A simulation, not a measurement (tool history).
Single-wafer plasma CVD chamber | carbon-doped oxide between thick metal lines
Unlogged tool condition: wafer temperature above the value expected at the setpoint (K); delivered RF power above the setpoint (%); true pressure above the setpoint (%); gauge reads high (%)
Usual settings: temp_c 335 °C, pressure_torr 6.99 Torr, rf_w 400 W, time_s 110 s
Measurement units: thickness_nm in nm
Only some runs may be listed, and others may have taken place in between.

run,hour,temp_c,pressure_torr,rf_w,time_s,wafers since the last listed run,hours since the last thermocouple change,hours since the last RF generator calibration,hours since the last manometer calibration,hours since the showerhead was replaced,hours since the gauge calibration,"read-back reference wafer on the same gauge, thickness_nm",thickness_nm
1,0.0,335,6.99,400,110,0,22.4,2286.6,13.5,2795.4,571.2,581.998,467.286
2,7.8,335,6.99,400,110,133,30.2,2294.4,21.3,2803.2,579.0,582.154,468.786
3,17.9,335,6.99,400,110,172,40.3,2304.5,31.4,2813.3,589.1,582.114,468.847
4,34.6,335,6.99,400,110,285,57.0,2321.2,48.1,2830.0,605.8,581.844,466.758
5,51.3,335,6.99,400,110,285,73.7,2337.9,64.8,2846.7,622.5,582.185,468.941
# hour 98.8: RF generator calibrated
6,99.3,335,6.99,400,110,683,121.7,0.5,112.8,2894.7,670.5,581.892,486.541
7,107.1,335,6.99,400,110,133,129.5,8.3,120.6,2902.5,678.3,582.461,486.571
8,122.8,343,6.99,400,88,268,145.2,24.0,136.3,2918.2,694.0,582.174,380.602
9,137.1,335,6.34,400,97,244,159.5,38.3,150.6,2932.5,708.3,582.107,425.981
10,144.0,330,6.99,400,110,117,166.4,45.2,157.5,2939.4,715.2,582.258,495.331
11,167.2,335,8.26,400,96,396,189.6,68.4,180.7,2962.6,738.4,581.908,428.681
12,179.3,335,6.99,400,110,206,201.7,80.5,192.8,2974.7,750.5,582.292,485.763
13,185.3,342,6.99,400,100,102,207.7,86.5,198.8,2980.7,756.5,582.193,431.463
# hour 194.7: gauge calibrated
# hour 201.8: showerhead replaced
14,202.3,335,5.34,350,110,153,224.7,103.5,215.8,0.5,7.6,582.003,446.267
15,206.4,335,7.83,345,110,70,228.8,107.6,219.9,4.6,11.7,581.789,455.628
16,216.8,335,6.99,400,110,177,239.2,118.0,230.3,15.0,22.1,581.652,484.686
17,223.5,335,6.99,350,110,114,245.9,124.7,237.0,21.7,28.8,581.751,455.030
18,229.9,346,6.99,455,127,109,252.3,131.1,243.4,28.1,35.2,581.911,574.059
19,238.1,335,6.99,400,110,140,260.5,139.3,251.6,36.3,43.4,581.716,483.699
20,251.5,345,8.72,445,110,228,273.9,152.7,265.0,49.7,56.8,582.175,500.580
21,269.2,329,6.99,420,110,302,291.6,170.4,282.7,67.4,74.5,582.016,506.955
22,284.6,335,6.99,400,110,262,307.0,185.8,298.1,82.8,89.9,581.629,484.169
23,301.8,345,8.72,445,110,293,324.2,203.0,315.3,100.0,107.1,582.000,499.847
24,318.2,342,6.99,400,100,280,340.6,219.4,331.7,116.4,123.5,582.189,430.155
25,324.8,326,6.99,400,102,112,347.2,226.0,338.3,123.0,130.1,582.080,463.782
26,365.9,335,7.84,470,110,701,388.3,267.1,379.4,164.1,171.2,581.763,525.455
27,378.5,331,6.99,355,110,215,400.9,279.7,392.0,176.7,183.8,581.923,462.792
28,389.6,335,6.99,400,110,189,412.0,290.8,403.1,187.8,194.9,582.143,482.699
29,407.3,335,6.99,350,110,302,429.7,308.5,420.8,205.5,212.6,581.893,454.045
30,417.7,322,8.68,475,116,177,440.1,318.9,431.2,215.9,223.0,581.621,586.072

Here are 3 independent what-if runs from the current tool condition. What would each one return?
A,418.1,335,6.99,400,110,6,440.5,319.3,431.6,216.3,223.4,?,?
B,418.1,344,6.33,445,126,6,440.5,319.3,431.6,216.3,223.4,?,?
C,418.1,325,5.92,400,122,6,440.5,319.3,431.6,216.3,223.4,?,?

run,"read-back reference wafer on the same gauge, thickness_nm",thickness_nm
A,582.022,483.198
B,582.022,561.066
C,582.022,548.010
The same runs, with their run-to-run variation unchanged, on a tool lacking any hidden condition would have given:
run,thickness_nm
A,489.668
B,568.446
C,555.498
